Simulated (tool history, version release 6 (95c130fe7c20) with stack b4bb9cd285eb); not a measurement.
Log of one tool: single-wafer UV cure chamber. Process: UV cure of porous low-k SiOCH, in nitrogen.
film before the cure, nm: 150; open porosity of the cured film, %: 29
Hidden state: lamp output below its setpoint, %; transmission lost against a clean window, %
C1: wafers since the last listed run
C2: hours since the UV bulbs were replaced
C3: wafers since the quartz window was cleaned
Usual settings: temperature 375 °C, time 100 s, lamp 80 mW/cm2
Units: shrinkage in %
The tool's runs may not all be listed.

run 1 day=0 | temperature=375 time=120 lamp=94 | C1=0 C2=1996.6 C3=2100 | shrinkage=10.808
run 2 day=0.696 | temperature=375 time=100 lamp=80 | C1=184 C2=2013.3 C3=2284 | shrinkage=9.014
run 3 day=0.988 | temperature=375 time=100 lamp=80 | C1=77 C2=2020.3 C3=2361 | shrinkage=9.186
run 4 day=1.496 | temperature=375 time=100 lamp=80 | C1=134 C2=2032.5 C3=2496 | shrinkage=8.879
run 5 day=1.9 | temperature=375 time=100 lamp=80 | C1=106 C2=2042.2 C3=2603 | shrinkage=8.819
run 6 day=2.571 | temperature=387 time=100 lamp=104 | C1=177 C2=2058.3 C3=2780 | shrinkage=10.38
run 7 day=2.892 | temperature=387 time=100 lamp=104 | C1=84 C2=2066 C3=2865 | shrinkage=10.235
run 8 day=3.317 | temperature=387 time=100 lamp=104 | C1=112 C2=2076.2 C3=2978 | shrinkage=10.444
run 9 day=3.758 | temperature=375 time=100 lamp=63 | C1=116 C2=2086.8 C3=3094 | shrinkage=7.707
run 10 day=4.217 | temperature=375 time=100 lamp=63 | C1=121 C2=2097.8 C3=3216 | shrinkage=7.511
run 11 day=4.783 | temperature=375 time=100 lamp=80 | C1=150 C2=2111.4 C3=3366 | shrinkage=8.764
run 12 day=5.312 | temperature=375 time=100 lamp=80 | C1=140 C2=2124.1 C3=3506 | shrinkage=8.773
run 13 day=5.579 | temperature=375 time=100 lamp=80 | C1=70 C2=2130.5 C3=3576 | shrinkage=8.828
run 14 day=5.838 | temperature=375 time=100 lamp=80 | C1=68 C2=2136.7 C3=3645 | shrinkage=8.746
run 15 day=6.558 | temperature=375 time=100 lamp=80 | C1=190 C2=2154 C3=3836 | shrinkage=8.676
run 16 day=7.217 | temperature=375 time=100 lamp=67 | C1=174 C2=2169.8 C3=4010 | shrinkage=7.883
run 17 day=7.925 | temperature=375 time=100 lamp=80 | C1=187 C2=2186.8 C3=4197 | shrinkage=8.651
run 18 day=8.312 | temperature=359 time=135 lamp=104 | C1=102 C2=2196.1 C3=4300 | shrinkage=10.866
-- day=9.067 quartz window cleaned
run 19 day=9.088 | temperature=387 time=70 lamp=62 | C1=116 C2=2214.7 C3=5 | shrinkage=6.7

Forecast run 20:
run 20 day=9.104 | temperature=375 time=100 lamp=55 | C1=4 C2=2215.1 C3=9 | shrinkage=?

{"run 20": {"shrinkage": 7.708}}
Without the tool's hidden state the same run would have given shrinkage 7.726 %.
